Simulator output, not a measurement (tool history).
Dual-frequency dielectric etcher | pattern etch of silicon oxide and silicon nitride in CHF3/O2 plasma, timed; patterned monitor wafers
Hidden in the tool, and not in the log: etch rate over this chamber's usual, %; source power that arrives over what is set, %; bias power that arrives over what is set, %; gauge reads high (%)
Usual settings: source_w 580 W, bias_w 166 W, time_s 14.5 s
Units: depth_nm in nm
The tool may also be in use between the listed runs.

| run | day | source_w | bias_w | time_s | wafers since the last listed run | hours since the last wet clean | hours since the last source power generator calibration | hours since the last bias power generator calibration | hours since the last upper electrode change | hours since the gauge calibration | read-back reference wafer on the same gauge, depth_nm | depth_nm |
|---|---|---|---|---|---|---|---|---|---|---|---|---|
| 1 | 0.000 | 580 | 166 | 12.5 | 0 | 407.5 | 1376.1 | 1722.6 | 3137.5 | 1691.8 | 22.93 | 17.22 |
|  | 1.604 | upper electrode replaced |
| 2 | 2.171 | 580 | 166 | 12.5 | 313 | 459.6 | 1428.2 | 1774.7 | 13.6 | 1743.9 | 22.88 | 17.05 |
| 3 | 4.517 | 580 | 166 | 12.5 | 627 | 515.9 | 1484.5 | 1831.0 | 69.9 | 1800.2 | 22.90 | 17.23 |
|  | 5.671 | wet clean of the chamber |
| 4 | 6.800 | 660 | 151 | 14.5 | 343 | 27.1 | 1539.3 | 1885.8 | 124.7 | 1855.0 | 22.88 | 20.63 |
| 5 | 9.108 | 660 | 151 | 14.5 | 617 | 82.5 | 1594.7 | 1941.2 | 180.1 | 1910.4 | 22.91 | 20.65 |
| 6 | 12.088 | 580 | 166 | 11.0 | 796 | 154.0 | 1666.2 | 2012.7 | 251.6 | 1981.9 | 22.92 | 15.11 |
| 7 | 15.900 | 580 | 166 | 11.0 | 1019 | 245.5 | 1757.7 | 2104.2 | 343.1 | 2073.4 | 22.88 | 15.18 |
|  | 16.950 | source power generator calibrated |
| 8 | 19.479 | 580 | 166 | 14.5 | 912 | 331.4 | 60.7 | 2190.1 | 429.0 | 2159.3 | 22.90 | 19.59 |
| 9 | 23.625 | 580 | 166 | 11.5 | 1108 | 430.9 | 160.2 | 2289.6 | 528.5 | 2258.8 | 22.89 | 15.54 |
| 10 | 27.146 | 580 | 166 | 13.0 | 941 | 515.4 | 244.7 | 2374.1 | 613.0 | 2343.3 | 22.91 | 17.57 |
|  | 27.888 | bias power generator calibrated |
| 11 | 28.875 | 510 | 166 | 14.5 | 417 | 556.9 | 286.2 | 23.7 | 654.5 | 2384.8 | 22.89 | 18.34 |
| 12 | 32.729 | 580 | 166 | 14.5 | 1030 | 649.4 | 378.7 | 116.2 | 747.0 | 2477.3 | 22.91 | 19.66 |
|  | 33.746 | wet clean of the chamber |
| 13 | 36.688 | 540 | 200 | 11.0 | 791 | 70.6 | 473.7 | 211.2 | 842.0 | 2572.3 | 22.88 | 15.35 |
|  | 36.754 | gauge calibrated |
| 14 | 40.050 | 520 | 207 | 14.5 | 899 | 151.3 | 554.4 | 291.9 | 922.7 | 79.1 | 22.90 | 20.07 |
| 15 | 42.125 | 480 | 187 | 17.5 | 554 | 201.1 | 604.2 | 341.7 | 972.5 | 128.9 | 22.92 | 22.42 |
| 16 | 45.721 | 520 | 166 | 19.0 | 961 | 287.4 | 690.5 | 428.0 | 1058.8 | 215.2 | 22.91 | 24.48 |
| 17 | 48.104 | 580 | 166 | 14.5 | 637 | 344.6 | 747.7 | 485.2 | 1116.0 | 272.4 | 22.91 | 19.81 |
| 18 | 51.517 | 630 | 166 | 18.5 | 912 | 426.5 | 829.6 | 567.1 | 1197.9 | 354.3 | 22.88 | 26.43 |
| 19 | 53.250 | 580 | 166 | 14.5 | 463 | 468.1 | 871.2 | 608.7 | 1239.5 | 395.9 | 22.89 | 19.84 |
|  | 57.808 | wet clean of the chamber |
| 20 | 57.829 | 580 | 193 | 14.5 | 957 | 0.5 | 981.1 | 718.6 | 1349.4 | 505.8 | 22.90 | 20.87 |
| 21 | 63.600 | 620 | 166 | 14.5 | 1543 | 139.0 | 1119.6 | 857.1 | 1487.9 | 644.3 | 22.89 | 20.53 |
| 22 | 66.571 | 580 | 141 | 14.5 | 794 | 210.3 | 1190.9 | 928.4 | 1559.2 | 715.6 | 22.91 | 19.02 |
| 23 | 68.179 | 580 | 166 | 14.5 | 430 | 248.9 | 1229.5 | 967.0 | 1597.8 | 754.2 | 22.88 | 19.88 |
| 24 | 70.812 | 630 | 166 | 18.0 | 704 | 312.1 | 1292.7 | 1030.2 | 1661.0 | 817.4 | 22.93 | 25.71 |
| 25 | 73.192 | 580 | 194 | 16.0 | 636 | 369.2 | 1349.8 | 1087.3 | 1718.1 | 874.5 | 22.89 | 23.12 |
| 26 | 75.988 | 580 | 166 | 18.0 | 747 | 436.3 | 1416.9 | 1154.4 | 1785.2 | 941.6 | 22.90 | 24.69 |
|  | 82.358 | source power generator calibrated |
|  | 86.992 | wet clean of the chamber |
| 27 | 87.012 | 680 | 179 | 14.5 | 2636 | 0.5 | 111.7 | 1419.0 | 2049.8 | 1206.2 | 22.91 | 21.61 |
| 28 | 88.738 | 480 | 124 | 17.5 | 461 | 41.9 | 153.1 | 1460.4 | 2091.2 | 1247.6 | 22.89 | 19.86 |
| 29 | 90.946 | 580 | 145 | 14.5 | 590 | 94.9 | 206.1 | 1513.4 | 2144.2 | 1300.6 | 22.90 | 18.95 |
| 30 | 92.608 | 580 | 166 | 16.0 | 444 | 134.8 | 246.0 | 1553.3 | 2184.1 | 1340.5 | 22.92 | 21.83 |

Hidden state or all else? Some run-to-run changes of depth_nm, split into what the settings, what came in and random variation would give without the hidden state, and what is left for the hidden state (with any gauge scatter that isn't in both results):
Run 7 -> 8: time_s 11.0 -> 14.5, source power generator calibrated. depth_nm +4.41 nm: hidden state -0.28, all else +4.69.
Run 17 -> 18: source_w 580 -> 630, time_s 14.5 -> 18.5. depth_nm +6.62 nm: hidden state +0.15, all else +6.47.
Run 18 -> 19: source_w 630 -> 580, time_s 18.5 -> 14.5. depth_nm -6.59 nm: hidden state -0.12, all else -6.47.
Run 23 -> 24: source_w 580 -> 630, time_s 14.5 -> 18.0. depth_nm +5.83 nm: hidden state +0.14, all else +5.69.
Run 26 -> 27: source_w 580 -> 680, bias_w 166 -> 179, time_s 18.0 -> 14.5, source power generator calibrated, wet clean of the chamber. depth_nm -3.08 nm: hidden state -0.45, all else -2.63.

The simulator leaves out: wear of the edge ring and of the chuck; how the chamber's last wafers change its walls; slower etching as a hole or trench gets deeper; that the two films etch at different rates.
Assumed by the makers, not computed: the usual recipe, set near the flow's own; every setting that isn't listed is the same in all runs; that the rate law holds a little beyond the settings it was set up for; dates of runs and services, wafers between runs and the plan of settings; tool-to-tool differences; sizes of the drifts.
